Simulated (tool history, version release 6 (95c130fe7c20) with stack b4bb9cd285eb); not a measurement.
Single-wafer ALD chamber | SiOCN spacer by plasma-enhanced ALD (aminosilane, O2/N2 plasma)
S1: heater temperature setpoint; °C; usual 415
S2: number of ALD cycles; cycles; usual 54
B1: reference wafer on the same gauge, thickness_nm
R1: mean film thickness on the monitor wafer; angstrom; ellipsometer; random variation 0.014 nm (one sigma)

run	hour	S1	S2	B1	R1
1	0	415	54	3.191	31.03
2	92.2	415	54	3.196	30.99
3	117.3	415	54	3.189	30.97
4	151.2	415	54	3.192	30.79
5	172.4	415	54	3.191	30.81
6	186	415	54	3.192	30.86
7	221.4	415	54	3.191	30.97
8	255.3	415	54	3.189	31.04
9	272.7	415	54	3.195	30.84
10	286.9	415	54	3.19	31.01
11	319.7	421	54	3.189	30.01
12	332.3	421	54	3.189	30.21
# hour 333.4: gauge calibrated
# hour 357: thermocouple changed; heater temperature recalibrated
13	368	415	54	3.194	31.5
14	403.9	415	54	3.193	31.51
15	419.2	415	54	3.188	31.34
16	447.2	415	60	3.188	34.83
17	459.4	415	60	3.191	34.87
18	483.1	411	54	3.188	31.63
19	511.4	411	54	3.189	31.77
20	529.2	415	54	3.192	31.1
21	545.9	408	48	3.191	28.27
22	577.2	415	54	3.189	31.22
23	611.5	409	59	3.191	34.81
24	638.7	409	63	3.186	36.94
25	660.7	415	54	3.191	30.85
26	686.9	429	54	3.19	29.44
27	717	420	46	3.192	25.91
28	745.2	428	60	3.195	32.69
29	766.2	402	48	3.193	28.85
30	790.8	402	54	3.187	32.49
31	804	415	54	3.188	30.86
32	825.7	424	51	3.193	28.34
33	847.5	415	54	3.188	30.99
34	880.8	421	54	3.196	30.17
35	910.8	422	45	3.186	25.04
36	925.3	408	46	3.185	27.01
37	937.8	415	54	3.19	30.97
38	960.4	415	54	3.187	30.94
39	989.9	415	54	3.19	30.88
40	1025.2	401	51	3.192	30.94
41	1059.7	424	44	3.187	24.29

Hidden state or all else? Some run-to-run changes of R1, split into what the settings, what came in and random variation would give without the hidden state, and what is left for the hidden state (with any gauge scatter that isn't in both results):
The hidden state here: wafer temperature above the value expected at the setpoint (K); gauge reads high (%).
Run 12 -> 13: S1 421 -> 415, gauge calibrated, thermocouple changed; heater temperature recalibrated. R1 +1.29 angstrom: hidden state +0.73, all else +0.56.
Run 24 -> 25: S1 409 -> 415, S2 63 -> 54. R1 -6.09 angstrom: hidden state +0.07, all else -6.16.
Run 27 -> 28: S1 420 -> 428, S2 46 -> 60. R1 +6.78 angstrom: hidden state -0.16, all else +6.94.
Run 39 -> 40: S1 415 -> 401, S2 54 -> 51. R1 +0.06 angstrom: hidden state +0.12, all else -0.06.
Run 40 -> 41: S1 401 -> 424, S2 51 -> 44. R1 -6.65 angstrom: hidden state -0.01, all else -6.64.
